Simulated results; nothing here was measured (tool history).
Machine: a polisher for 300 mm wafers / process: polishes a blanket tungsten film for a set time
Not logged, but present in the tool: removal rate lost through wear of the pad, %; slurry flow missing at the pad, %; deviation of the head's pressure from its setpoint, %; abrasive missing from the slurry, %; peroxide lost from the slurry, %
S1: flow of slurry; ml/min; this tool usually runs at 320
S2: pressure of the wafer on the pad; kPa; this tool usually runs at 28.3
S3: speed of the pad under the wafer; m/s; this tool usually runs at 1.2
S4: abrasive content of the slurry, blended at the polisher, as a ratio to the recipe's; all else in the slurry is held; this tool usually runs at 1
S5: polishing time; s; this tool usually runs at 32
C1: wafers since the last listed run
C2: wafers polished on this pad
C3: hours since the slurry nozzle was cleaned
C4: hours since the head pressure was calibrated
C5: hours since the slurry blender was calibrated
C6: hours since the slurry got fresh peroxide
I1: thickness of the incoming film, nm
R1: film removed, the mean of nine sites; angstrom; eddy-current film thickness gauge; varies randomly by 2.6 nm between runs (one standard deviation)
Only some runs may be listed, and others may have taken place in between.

{"run": 1, "hour": 0.0, "S1": 320, "S2": 30.3, "S3": 1.1, "S4": 1, "S5": 32, "C1": 0, "C2": 2535, "C3": 95.5, "C4": 509.9, "C5": 253.4, "C6": 478.9, "I1": 1131, "R1": 1810}
{"run": 2, "hour": 100.1, "S1": 320, "S2": 28.3, "S3": 1.2, "S4": 1, "S5": 32, "C1": 1570, "C2": 4106, "C3": 195.6, "C4": 610, "C5": 353.5, "C6": 579, "I1": 1117.3, "R1": 1821}
{"run": 3, "hour": 181.0, "S1": 320, "S2": 28.3, "S3": 0.96, "S4": 1, "S5": 32, "C1": 1269, "C2": 5375, "C3": 276.5, "C4": 690.9, "C5": 434.4, "C6": 659.9, "I1": 1112.5, "R1": 1461}
{"run": 4, "hour": 245.0, "S1": 320, "S2": 28.3, "S3": 1.2, "S4": 0.85, "S5": 32, "C1": 1004, "C2": 6379, "C3": 340.5, "C4": 754.9, "C5": 498.4, "C6": 723.9, "I1": 1135.4, "R1": 1718}
{"run": 5, "hour": 350.4, "S1": 320, "S2": 28.3, "S3": 1.2, "S4": 1, "S5": 32, "C1": 1653, "C2": 8032, "C3": 445.9, "C4": 860.3, "C5": 603.8, "C6": 829.3, "I1": 1104.2, "R1": 1762}
{"hour": 404.7, "done": "slurry tank refilled with fresh slurry and peroxide"}
{"run": 6, "hour": 436.2, "S1": 215, "S2": 23.4, "S3": 1.42, "S4": 1, "S5": 32, "C1": 1330, "C2": 9363, "C3": 531.7, "C4": 946.1, "C5": 689.6, "C6": 31.5, "I1": 1123.7, "R1": 1598}
{"hour": 466.0, "done": "slurry blender recalibrated"}
{"run": 7, "hour": 591.8, "S1": 250, "S2": 20, "S3": 1.36, "S4": 1, "S5": 25, "C1": 2409, "C2": 11772, "C3": 687.3, "C4": 1101.7, "C5": 125.8, "C6": 187.1, "I1": 1121.7, "R1": 1007}
{"hour": 633.2, "done": "head pressure recalibrated"}
{"run": 8, "hour": 642.2, "S1": 250, "S2": 20, "S3": 1.36, "S4": 1, "S5": 25, "C1": 759, "C2": 12532, "C3": 737.7, "C4": 9, "C5": 176.2, "C6": 237.5, "I1": 1128.7, "R1": 922}
{"hour": 655.6, "done": "worn pad replaced by a new one"}
{"hour": 712.1, "done": "slurry nozzle cleaned"}
{"run": 9, "hour": 741.5, "S1": 320, "S2": 28.3, "S3": 1.2, "S4": 1, "S5": 32, "C1": 1479, "C2": 1332, "C3": 29.4, "C4": 108.3, "C5": 275.5, "C6": 336.8, "I1": 1119.3, "R1": 1733}
{"run": 10, "hour": 830.4, "S1": 320, "S2": 28.3, "S3": 1.34, "S4": 1.1, "S5": 36, "C1": 1394, "C2": 2726, "C3": 118.3, "C4": 197.2, "C5": 364.4, "C6": 425.7, "I1": 1117.6, "R1": 2294}
{"run": 11, "hour": 871.9, "S1": 240, "S2": 28.3, "S3": 1.2, "S4": 1, "S5": 32, "C1": 651, "C2": 3377, "C3": 159.8, "C4": 238.7, "C5": 405.9, "C6": 467.2, "I1": 1118.7, "R1": 1718}
{"run": 12, "hour": 976.0, "S1": 240, "S2": 22.1, "S3": 1.46, "S4": 1, "S5": 35, "C1": 1633, "C2": 5011, "C3": 263.9, "C4": 342.8, "C5": 510, "C6": 571.3, "I1": 1129.9, "R1": 1737}
{"run": 13, "hour": 1077.3, "S1": 320, "S2": 28.3, "S3": 1.4, "S4": 1.1, "S5": 32, "C1": 1589, "C2": 6600, "C3": 365.2, "C4": 444.1, "C5": 611.3, "C6": 672.6, "I1": 1131, "R1": 2032}
{"run": 14, "hour": 1141.7, "S1": 320, "S2": 28.3, "S3": 1.2, "S4": 1, "S5": 32, "C1": 1010, "C2": 7610, "C3": 429.6, "C4": 508.5, "C5": 675.7, "C6": 737, "I1": 1116.1, "R1": 1799}
{"run": 15, "hour": 1221.2, "S1": 320, "S2": 28.3, "S3": 1.2, "S4": 1.15, "S5": 32, "C1": 1247, "C2": 8857, "C3": 509.1, "C4": 588, "C5": 755.2, "C6": 816.5, "I1": 1140.7, "R1": 1819}
{"hour": 1259.0, "done": "slurry tank refilled with fresh slurry and peroxide"}
{"hour": 1271.8, "done": "slurry blender recalibrated"}
{"run": 16, "hour": 1279.8, "S1": 320, "S2": 28.3, "S3": 1.2, "S4": 1, "S5": 32, "C1": 872, "C2": 9730, "C3": 567.7, "C4": 646.6, "C5": 8, "C6": 20.8, "I1": 1120.9, "R1": 1751}
{"run": 17, "hour": 1380.3, "S1": 320, "S2": 28.3, "S3": 1.2, "S4": 1, "S5": 32, "C1": 1576, "C2": 11306, "C3": 668.2, "C4": 747.1, "C5": 108.5, "C6": 121.3, "I1": 1099.1, "R1": 1721}
{"hour": 1422.0, "done": "slurry nozzle cleaned"}
{"hour": 1434.0, "done": "worn pad replaced by a new one"}
{"run": 18, "hour": 1676.6, "S1": 320, "S2": 28.3, "S3": 1.2, "S4": 1, "S5": 25, "C1": 4570, "C2": 3806, "C3": 254.6, "C4": 1043.4, "C5": 404.8, "C6": 417.6, "I1": 1129, "R1": 1433}
{"run": 19, "hour": 1736.5, "S1": 320, "S2": 35.9, "S3": 0.82, "S4": 1, "S5": 32, "C1": 939, "C2": 4746, "C3": 314.5, "C4": 1103.3, "C5": 464.7, "C6": 477.5, "I1": 1126, "R1": 1788}
{"run": 20, "hour": 1822.3, "S1": 320, "S2": 36.5, "S3": 0.8, "S4": 1, "S5": 41, "C1": 1346, "C2": 6092, "C3": 400.3, "C4": 1189.1, "C5": 550.5, "C6": 563.3, "I1": 1143.9, "R1": 2228}
{"run": 21, "hour": 1893.5, "S1": 320, "S2": 19.3, "S3": 1.2, "S4": 0.8, "S5": 39, "C1": 1117, "C2": 7209, "C3": 471.5, "C4": 1260.3, "C5": 621.7, "C6": 634.5, "I1": 1101.5, "R1": 1492}
{"run": 22, "hour": 1935.3, "S1": 275, "S2": 28.3, "S3": 1.54, "S4": 1.15, "S5": 32, "C1": 655, "C2": 7865, "C3": 513.3, "C4": 1302.1, "C5": 663.5, "C6": 676.3, "I1": 1098, "R1": 2301}
{"run": 23, "hour": 2000.8, "S1": 320, "S2": 30.3, "S3": 1.1, "S4": 1, "S5": 32, "C1": 1027, "C2": 8892, "C3": 578.8, "C4": 1367.6, "C5": 729, "C6": 741.8, "I1": 1116.9, "R1": 1849}
{"hour": 2077.5, "done": "head pressure recalibrated"}
{"hour": 2095.3, "done": "slurry blender recalibrated"}
{"run": 24, "hour": 2095.8, "S1": 320, "S2": 28.3, "S3": 1.2, "S4": 1, "S5": 32, "C1": 1427, "C2": 10320, "C3": 673.8, "C4": 18.3, "C5": 0.5, "C6": 836.8, "I1": 1123.2, "R1": 1543}
{"hour": 2114.8, "done": "slurry tank refilled with fresh slurry and peroxide"}
{"hour": 2128.3, "done": "slurry nozzle cleaned"}
{"run": 25, "hour": 2201.2, "S1": 265, "S2": 28.3, "S3": 0.8, "S4": 1, "S5": 32, "C1": 1622, "C2": 11942, "C3": 72.9, "C4": 123.7, "C5": 105.9, "C6": 86.4, "I1": 1113.6, "R1": 1102}
{"run": 26, "hour": 2268.6, "S1": 230, "S2": 28.3, "S3": 1.58, "S4": 0.7, "S5": 32, "C1": 1057, "C2": 13000, "C3": 140.3, "C4": 191.1, "C5": 173.3, "C6": 153.8, "I1": 1125.2, "R1": 1853}
{"run": 27, "hour": 2317.6, "S1": 320, "S2": 28.3, "S3": 1.2, "S4": 0.9, "S5": 43, "C1": 768, "C2": 13768, "C3": 189.3, "C4": 240.1, "C5": 222.3, "C6": 202.8, "I1": 1104.6, "R1": 2077}

How would selected steps in R1 from run to run divide? Give the signed amount a tool lacking its hidden state would still show from settings, what came in and random variation, and the signed amount left for the hidden state, including any gauge scatter that is not in both of the compared results.
Run 8 -> 9: S1 250 -> 320, S2 20 -> 28.3, S3 1.36 -> 1.2, S5 25 -> 32, worn pad replaced by a new one, slurry nozzle cleaned. R1 +811 angstrom: hidden state +165, all else +646.
Run 21 -> 22: S1 320 -> 275, S2 19.3 -> 28.3, S3 1.2 -> 1.54, S4 0.8 -> 1.15, S5 39 -> 32. R1 +809 angstrom: hidden state +32, all else +777.
Run 23 -> 24: S2 30.3 -> 28.3, S3 1.1 -> 1.2, head pressure recalibrated, slurry blender recalibrated. R1 -306 angstrom: hidden state -244, all else -62.
